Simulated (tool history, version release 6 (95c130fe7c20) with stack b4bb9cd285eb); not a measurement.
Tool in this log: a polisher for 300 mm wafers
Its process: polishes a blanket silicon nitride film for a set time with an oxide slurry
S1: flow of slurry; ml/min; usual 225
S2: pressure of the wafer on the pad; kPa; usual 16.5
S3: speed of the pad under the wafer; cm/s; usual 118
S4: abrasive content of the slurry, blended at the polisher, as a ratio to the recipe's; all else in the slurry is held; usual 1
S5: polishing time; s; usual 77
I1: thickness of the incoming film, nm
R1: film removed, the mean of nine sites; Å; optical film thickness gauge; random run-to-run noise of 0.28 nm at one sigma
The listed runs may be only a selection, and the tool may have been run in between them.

| run | hour | S1 | S2 | S3 | S4 | S5 | I1 | R1 |
|---|---|---|---|---|---|---|---|---|
| 1 | 0 | 225 | 16.5 | 118 | 1 | 63 | 286.6 | 365 |
| 2 | 11 | 225 | 16.5 | 118 | 1 | 63 | 289.3 | 364 |
|  | 33.2 | worn pad replaced by a new one |
| 3 | 33.7 | 225 | 16.5 | 118 | 1 | 77 | 289.4 | 439 |
|  | 49.7 | slurry blender recalibrated |
| 4 | 97.8 | 225 | 16.5 | 118 | 1 | 77 | 288.5 | 436 |
| 5 | 126.8 | 225 | 16.5 | 118 | 1 | 77 | 286.3 | 432 |
| 6 | 152.8 | 190 | 16.5 | 118 | 1 | 77 | 290 | 414 |
| 7 | 169.2 | 225 | 16.5 | 118 | 1 | 77 | 292.5 | 427 |
|  | 198.9 | worn pad replaced by a new one |
| 8 | 199.4 | 225 | 16.5 | 118 | 1 | 77 | 285.4 | 419 |
| 9 | 212 | 225 | 16.5 | 118 | 1 | 77 | 290 | 420 |
|  | 235.2 | conditioning disc replaced and pad reconditioned |
| 10 | 235.7 | 250 | 16.5 | 86 | 0.9 | 77 | 287.6 | 360 |
| 11 | 258.6 | 260 | 17.9 | 136 | 1.25 | 77 | 288.8 | 557 |
| 12 | 275.3 | 225 | 16.5 | 118 | 1.25 | 103 | 293.4 | 631 |
|  | 285.1 | head pressure recalibrated |
| 13 | 310.8 | 225 | 16.5 | 96 | 1 | 77 | 291.7 | 384 |
| 14 | 338.6 | 225 | 16.5 | 154 | 1.2 | 77 | 286.3 | 544 |
| 15 | 371.6 | 225 | 16.5 | 104 | 1.15 | 77 | 289.6 | 415 |
|  | 380.5 | slurry nozzle cleaned |
|  | 385 | worn pad replaced by a new one |
| 16 | 385.5 | 225 | 16.5 | 118 | 1 | 77 | 291.6 | 424 |
| 17 | 404.5 | 195 | 16.5 | 118 | 0.9 | 77 | 291.2 | 403 |
|  | 409.5 | slurry blender recalibrated |
| 18 | 432 | 200 | 16.5 | 158 | 1 | 77 | 290.2 | 498 |
|  | 470.5 | conditioning disc replaced and pad reconditioned |
| 19 | 530.3 | 225 | 16.5 | 118 | 1 | 77 | 285.7 | 441 |
| 20 | 544.4 | 225 | 18.6 | 78 | 1 | 98 | 291.7 | 461 |
|  | 558.2 | worn pad replaced by a new one |
| 21 | 575 | 250 | 16.5 | 86 | 0.9 | 77 | 285.7 | 348 |
| 22 | 608.9 | 170 | 16.5 | 144 | 1 | 50 | 288.5 | 302 |
| 23 | 640.4 | 225 | 14.5 | 132 | 1 | 64 | 291.2 | 347 |
| 24 | 667.6 | 225 | 12.4 | 118 | 0.85 | 77 | 288.7 | 347 |
|  | 680.7 | conditioning disc replaced and pad reconditioned |
| 25 | 689.5 | 225 | 16.5 | 118 | 1 | 77 | 291.7 | 445 |

What the log doesn't show, run by run:
removal rate lost through wear of the pad, %: 0 on each run
slurry flow missing at the pad, %: 0 on each run
deviation of the head's pressure from its setpoint, %: 0 on each run
abrasive missing from the slurry, %: 0 on each run
H1: time polished since the conditioner stopped cutting, s
| run | H1 |
|---|---|
| 1 | 12.3 |
| 2 | 19 |
| 3 | 32.9 |
| 4 | 72.1 |
| 5 | 89.9 |
| 6 | 106 |
| 7 | 116 |
| 8 | 134 |
| 9 | 142 |
| 10 | 8.29 |
| 11 | 22.3 |
| 12 | 32.5 |
| 13 | 54.3 |
| 14 | 71.3 |
| 15 | 91.5 |
| 16 | 100 |
| 17 | 112 |
| 18 | 128 |
| 19 | 42.1 |
| 20 | 50.8 |
| 21 | 69.5 |
| 22 | 90.3 |
| 23 | 110 |
| 24 | 126 |
| 25 | 19.2 |

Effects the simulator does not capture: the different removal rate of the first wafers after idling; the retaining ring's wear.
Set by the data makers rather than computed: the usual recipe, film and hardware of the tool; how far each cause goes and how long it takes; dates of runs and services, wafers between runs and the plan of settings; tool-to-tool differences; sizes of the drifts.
